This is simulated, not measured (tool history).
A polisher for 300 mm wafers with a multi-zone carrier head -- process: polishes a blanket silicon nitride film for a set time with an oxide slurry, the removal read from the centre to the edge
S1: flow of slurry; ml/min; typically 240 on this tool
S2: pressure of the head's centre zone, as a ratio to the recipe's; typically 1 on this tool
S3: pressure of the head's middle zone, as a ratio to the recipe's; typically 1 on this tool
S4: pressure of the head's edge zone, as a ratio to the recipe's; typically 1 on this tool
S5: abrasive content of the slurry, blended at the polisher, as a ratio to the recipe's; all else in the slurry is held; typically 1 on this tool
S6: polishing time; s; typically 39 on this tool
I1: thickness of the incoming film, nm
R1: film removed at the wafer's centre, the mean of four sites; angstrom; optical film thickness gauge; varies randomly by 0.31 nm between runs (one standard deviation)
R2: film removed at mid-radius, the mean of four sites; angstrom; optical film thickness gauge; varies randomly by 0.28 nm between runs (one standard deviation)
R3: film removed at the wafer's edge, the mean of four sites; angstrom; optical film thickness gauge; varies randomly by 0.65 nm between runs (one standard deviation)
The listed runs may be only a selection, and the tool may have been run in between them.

run 1 day=0 | S1=220 S2=1 S3=1 S4=1.09 S5=1 S6=39 | I1=594.6 | R1=436 R2=437 R3=451
run 2 day=0.771 | S1=240 S2=1 S3=1 S4=1 S5=1 S6=39 | I1=592.3 | R1=438 R2=431 R3=431
-- day=1.188 worn pad replaced by a new one
run 3 day=1.617 | S1=240 S2=0.91 S3=1 S4=1 S5=1 S6=39 | I1=602.7 | R1=424 R2=451 R3=444
run 4 day=2.138 | S1=240 S2=0.91 S3=1 S4=1 S5=1 S6=39 | I1=601.1 | R1=426 R2=453 R3=439
run 5 day=3.096 | S1=240 S2=0.91 S3=1 S4=1 S5=1 S6=39 | I1=594.6 | R1=424 R2=449 R3=443
run 6 day=7.196 | S1=240 S2=1 S3=1 S4=1 S5=1 S6=39 | I1=604 | R1=441 R2=443 R3=436
-- day=7.929 carrier head's membrane replaced by a new one
run 7 day=7.95 | S1=240 S2=1 S3=1 S4=1 S5=1 S6=39 | I1=597 | R1=441 R2=439 R3=439
-- day=8.138 worn pad replaced by a new one
run 8 day=9.062 | S1=240 S2=1 S3=1 S4=0.97 S5=1 S6=39 | I1=597.5 | R1=451 R2=447 R3=438
-- day=9.775 centre zone pressure recalibrated
run 9 day=10.538 | S1=240 S2=1 S3=1 S4=0.97 S5=1 S6=39 | I1=599 | R1=453 R2=445 R3=428
run 10 day=11.092 | S1=240 S2=1 S3=1 S4=1 S5=1.1 S6=39 | I1=598.5 | R1=476 R2=471 R3=464
run 11 day=12.229 | S1=185 S2=1.1 S3=1 S4=0.94 S5=1 S6=27 | I1=593.4 | R1=315 R2=297 R3=287
run 12 day=13.854 | S1=240 S2=1 S3=1 S4=1 S5=1 S6=39 | I1=606.1 | R1=447 R2=438 R3=445
-- day=14.888 edge zone pressure recalibrated
run 13 day=15.296 | S1=240 S2=1 S3=1 S4=0.97 S5=1 S6=39 | I1=599.6 | R1=442 R2=437 R3=434
-- day=15.529 worn pad replaced by a new one
-- day=15.95 slurry nozzle cleaned
run 14 day=16.671 | S1=240 S2=1 S3=1.08 S4=1.04 S5=1 S6=39 | I1=599.6 | R1=449 R2=475 R3=465

What does the tool deliver on the next run?
run 15 day=17.288 | S1=240 S2=0.94 S3=1 S4=1 S5=1 S6=39 | I1=595.3 | R1=? R2=? R3=?

Run 15 measured R1 429 angstrom, R2 445 angstrom, R3 437 angstrom.
With no hidden state in the tool, this same run would have given R1 435 angstrom, R2 452 angstrom, R3 443 angstrom.
